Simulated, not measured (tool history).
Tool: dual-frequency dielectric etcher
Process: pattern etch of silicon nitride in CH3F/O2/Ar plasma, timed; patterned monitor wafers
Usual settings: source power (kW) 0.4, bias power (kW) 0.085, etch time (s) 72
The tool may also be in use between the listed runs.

| run | hour | source power (kW) | bias power (kW) | etch time (s) | read-back reference wafer on the same gauge, depth_nm | mean etch depth across the wafer (nm) |
|---|---|---|---|---|---|---|
| 1 | 0 | 0.4 | 0.085 | 72 | 56.1 | 47.4 |
| 2 | 39.9 | 0.4 | 0.085 | 72 | 56.2 | 47.2 |
| 3 | 81.8 | 0.4 | 0.085 | 72 | 56.1 | 47.2 |
| 4 | 147 | 0.4 | 0.085 | 72 | 56.2 | 47.2 |
| 5 | 201.1 | 0.4 | 0.085 | 72 | 56.2 | 46.9 |
| 6 | 225.9 | 0.37 | 0.085 | 56.5 | 56.2 | 35.6 |
| 7 | 288.4 | 0.37 | 0.085 | 56.5 | 56.3 | 35.5 |
|  | 295.8 | gauge calibrated |
|  | 327.8 | wet clean of the chamber |
| 8 | 328.3 | 0.37 | 0.085 | 56.5 | 56.2 | 36.7 |
| 9 | 346.8 | 0.4 | 0.085 | 72 | 56.2 | 48.4 |
|  | 416.8 | source power generator calibrated |
| 10 | 417.3 | 0.4 | 0.085 | 72 | 56.2 | 48.1 |
| 11 | 470.7 | 0.4 | 0.085 | 72 | 56.2 | 47.8 |
|  | 504.4 | bias power generator calibrated |
| 12 | 525 | 0.45 | 0.092 | 92.5 | 56.2 | 66.5 |
| 13 | 582.7 | 0.3 | 0.085 | 59 | 56.2 | 34.6 |
| 14 | 640.4 | 0.4 | 0.096 | 72 | 56.2 | 49.4 |
|  | 685.4 | upper electrode replaced, of another model than before |
| 15 | 685.9 | 0.4 | 0.085 | 72 | 56.2 | 47.5 |
| 16 | 707.5 | 0.35 | 0.075 | 56 | 56.2 | 33.5 |
| 17 | 743.7 | 0.43 | 0.077 | 91 | 56.2 | 61.3 |
| 18 | 823.3 | 0.3 | 0.1 | 88.5 | 56.1 | 50.7 |
|  | 861 | wet clean of the chamber |
| 19 | 866.6 | 0.4 | 0.066 | 53 | 56.2 | 34.2 |
|  | 889.2 | gauge calibrated |
| 20 | 903.6 | 0.4 | 0.098 | 72 | 56.2 | 49.8 |

Forecast run 21:
| 21 | 961.4 | 0.4 | 0.085 | 72 | ? | ? |

Run 21 gave read-back reference wafer on the same gauge, depth_nm 56.3, mean etch depth across the wafer (nm) 48.3.
Without the tool's hidden state the same run would have given mean etch depth across the wafer (nm) 48.4.

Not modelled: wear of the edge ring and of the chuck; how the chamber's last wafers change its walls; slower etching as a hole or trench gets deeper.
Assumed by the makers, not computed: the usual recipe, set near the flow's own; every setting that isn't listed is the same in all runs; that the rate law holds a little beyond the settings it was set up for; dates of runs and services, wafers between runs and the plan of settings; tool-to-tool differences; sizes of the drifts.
